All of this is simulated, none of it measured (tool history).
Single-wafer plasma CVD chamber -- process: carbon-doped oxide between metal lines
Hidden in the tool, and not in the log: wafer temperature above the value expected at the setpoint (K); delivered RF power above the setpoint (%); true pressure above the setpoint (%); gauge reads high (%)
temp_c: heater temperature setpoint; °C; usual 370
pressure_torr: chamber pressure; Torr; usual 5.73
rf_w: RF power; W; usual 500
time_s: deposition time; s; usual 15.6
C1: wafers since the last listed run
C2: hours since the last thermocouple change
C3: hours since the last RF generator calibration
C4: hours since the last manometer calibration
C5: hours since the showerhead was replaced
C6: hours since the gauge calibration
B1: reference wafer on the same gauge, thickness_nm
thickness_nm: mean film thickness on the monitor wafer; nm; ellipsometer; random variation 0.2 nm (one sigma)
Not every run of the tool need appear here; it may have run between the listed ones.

run 1 hour=0 | temp_c=370 pressure_torr=5.73 rf_w=500 time_s=15.6 | C1=0 C2=1537.3 C3=709.5 C4=1721.4 C5=5392.9 C6=1561.5 | B1=75.89 | thickness_nm=69.242
-- hour=3.6 gauge calibrated
run 2 hour=26.1 | temp_c=370 pressure_torr=5.73 rf_w=500 time_s=15.6 | C1=572 C2=1563.4 C3=735.6 C4=1747.5 C5=5419 C6=22.5 | B1=76.829 | thickness_nm=70.199
-- hour=47.2 thermocouple changed; heater temperature recalibrated
run 3 hour=80.7 | temp_c=370 pressure_torr=5.73 rf_w=500 time_s=15.6 | C1=1022 C2=33.5 C3=790.2 C4=1802.1 C5=5473.6 C6=77.1 | B1=76.84 | thickness_nm=70.318
-- hour=170.9 showerhead replaced
run 4 hour=171.4 | temp_c=370 pressure_torr=5.73 rf_w=500 time_s=15.6 | C1=1814 C2=124.2 C3=880.9 C4=1892.8 C5=0.5 C6=167.8 | B1=76.775 | thickness_nm=70.083
run 5 hour=240.1 | temp_c=370 pressure_torr=5.73 rf_w=500 time_s=15.6 | C1=1507 C2=192.9 C3=949.6 C4=1961.5 C5=69.2 C6=236.5 | B1=76.807 | thickness_nm=70.463
run 6 hour=277.6 | temp_c=370 pressure_torr=5.73 rf_w=500 time_s=15.6 | C1=822 C2=230.4 C3=987.1 C4=1999 C5=106.7 C6=274 | B1=76.828 | thickness_nm=70.24
run 7 hour=317.1 | temp_c=359 pressure_torr=5.73 rf_w=500 time_s=13 | C1=866 C2=269.9 C3=1026.6 C4=2038.5 C5=146.2 C6=313.5 | B1=76.81 | thickness_nm=60.332
run 8 hour=341.2 | temp_c=374 pressure_torr=5.73 rf_w=500 time_s=13.8 | C1=528 C2=294 C3=1050.7 C4=2062.6 C5=170.3 C6=337.6 | B1=76.775 | thickness_nm=61.693
run 9 hour=411.1 | temp_c=365 pressure_torr=6.4 rf_w=465 time_s=14.1 | C1=1533 C2=363.9 C3=1120.6 C4=2132.5 C5=240.2 C6=407.5 | B1=76.783 | thickness_nm=62.562
run 10 hour=555.9 | temp_c=360 pressure_torr=4.44 rf_w=420 time_s=15.6 | C1=3177 C2=508.7 C3=1265.4 C4=2277.3 C5=385 C6=552.3 | B1=76.675 | thickness_nm=62.409
-- hour=589.9 RF generator calibrated
run 11 hour=593.3 | temp_c=357 pressure_torr=5.02 rf_w=435 time_s=14.3 | C1=645 C2=546.1 C3=3.4 C4=2314.7 C5=422.4 C6=589.7 | B1=76.646 | thickness_nm=60.483
run 12 hour=751.1 | temp_c=370 pressure_torr=5.73 rf_w=435 time_s=13.8 | C1=3462 C2=703.9 C3=161.2 C4=2472.5 C5=580.2 C6=747.5 | B1=76.567 | thickness_nm=57.817
run 13 hour=801.7 | temp_c=370 pressure_torr=5.73 rf_w=500 time_s=15.6 | C1=1110 C2=754.5 C3=211.8 C4=2523.1 C5=630.8 C6=798.1 | B1=76.55 | thickness_nm=70.259
run 14 hour=827.8 | temp_c=363 pressure_torr=5.73 rf_w=500 time_s=17.5 | C1=572 C2=780.6 C3=237.9 C4=2549.2 C5=656.9 C6=824.2 | B1=76.532 | thickness_nm=79.6
-- hour=840 capacitance manometer re-zeroed and calibrated
run 15 hour=871.1 | temp_c=370 pressure_torr=4.68 rf_w=500 time_s=12.8 | C1=774 C2=823.9 C3=281.2 C4=31.1 C5=700.2 C6=867.5 | B1=76.514 | thickness_nm=55.827
run 16 hour=929.8 | temp_c=370 pressure_torr=5.73 rf_w=500 time_s=15.6 | C1=1288 C2=882.6 C3=339.9 C4=89.8 C5=758.9 C6=926.2 | B1=76.449 | thickness_nm=70.186
run 17 hour=988.2 | temp_c=370 pressure_torr=5.73 rf_w=500 time_s=18.6 | C1=1281 C2=941 C3=398.3 C4=148.2 C5=817.3 C6=984.6 | B1=76.432 | thickness_nm=82.838
run 18 hour=1032.3 | temp_c=370 pressure_torr=5.73 rf_w=500 time_s=15.6 | C1=967 C2=985.1 C3=442.4 C4=192.3 C5=861.4 C6=1028.7 | B1=76.362 | thickness_nm=70.088
run 19 hour=1094.7 | temp_c=379 pressure_torr=6.95 rf_w=500 time_s=17.7 | C1=1369 C2=1047.5 C3=504.8 C4=254.7 C5=923.8 C6=1091.1 | B1=76.341 | thickness_nm=78.76
run 20 hour=1159.9 | temp_c=370 pressure_torr=5.73 rf_w=500 time_s=15.6 | C1=1430 C2=1112.7 C3=570 C4=319.9 C5=989 C6=1156.3 | B1=76.28 | thickness_nm=69.404
run 21 hour=1220.2 | temp_c=379 pressure_torr=6.6 rf_w=575 time_s=17.1 | C1=1323 C2=1173 C3=630.3 C4=380.2 C5=1049.3 C6=1216.6 | B1=76.197 | thickness_nm=81.444
run 22 hour=1275.6 | temp_c=370 pressure_torr=5.73 rf_w=500 time_s=15.6 | C1=1215 C2=1228.4 C3=685.7 C4=435.6 C5=1104.7 C6=1272 | B1=76.138 | thickness_nm=69.716
-- hour=1303.5 gauge calibrated
run 23 hour=1307.9 | temp_c=370 pressure_torr=4.88 rf_w=585 time_s=16.8 | C1=708 C2=1260.7 C3=718 C4=467.9 C5=1137 C6=4.4 | B1=76.969 | thickness_nm=80.576
run 24 hour=1364.4 | temp_c=370 pressure_torr=5.73 rf_w=500 time_s=15.6 | C1=1239 C2=1317.2 C3=774.5 C4=524.4 C5=1193.5 C6=60.9 | B1=76.959 | thickness_nm=70.162
run 25 hour=1416.2 | temp_c=374 pressure_torr=7.16 rf_w=500 time_s=17.4 | C1=1136 C2=1369 C3=826.3 C4=576.2 C5=1245.3 C6=112.7 | B1=76.965 | thickness_nm=79.163
run 26 hour=1448.7 | temp_c=356 pressure_torr=6.56 rf_w=555 time_s=18.1 | C1=713 C2=1401.5 C3=858.8 C4=608.7 C5=1277.8 C6=145.2 | B1=77.011 | thickness_nm=90.38
run 27 hour=1496.3 | temp_c=382 pressure_torr=5.73 rf_w=500 time_s=15.6 | C1=1044 C2=1449.1 C3=906.4 C4=656.3 C5=1325.4 C6=192.8 | B1=76.969 | thickness_nm=68.549

Across each entry between runs, compare the hidden state at the last listed run before it with the hidden state at the first listed run after it:
Logged between run 1 and run 2: gauge calibrated (hour 3.6)
  gauge reads high (%): -1.32 -> -0.0998
  measured result minus the result with no hidden state, thickness_nm: -0.923 -> -0.07 nm
Logged between run 2 and run 3: thermocouple changed; heater temperature recalibrated (hour 47.2)
  gauge reads high (%): -0.0998 -> -0.103
  measured result minus the result with no hidden state, thickness_nm: -0.07 -> -0.073 nm
Logged between run 3 and run 4: showerhead replaced (hour 170.9)
  gauge reads high (%): -0.103 -> -0.115
  measured result minus the result with no hidden state, thickness_nm: -0.073 -> -0.081 nm
Logged between run 10 and run 11: RF generator calibrated (hour 589.9)
  gauge reads high (%): -0.268 -> -0.292
  measured result minus the result with no hidden state, thickness_nm: -0.168 -> -0.176 nm
Logged between run 14 and run 15: capacitance manometer re-zeroed and calibrated (hour 840)
  gauge reads high (%): -0.475 -> -0.515
  measured result minus the result with no hidden state, thickness_nm: -0.38 -> -0.289 nm
Logged between run 22 and run 23: gauge calibrated (hour 1303.5)
  gauge reads high (%): -0.993 -> 0.112
  measured result minus the result with no hidden state, thickness_nm: -0.699 -> +0.09 nm

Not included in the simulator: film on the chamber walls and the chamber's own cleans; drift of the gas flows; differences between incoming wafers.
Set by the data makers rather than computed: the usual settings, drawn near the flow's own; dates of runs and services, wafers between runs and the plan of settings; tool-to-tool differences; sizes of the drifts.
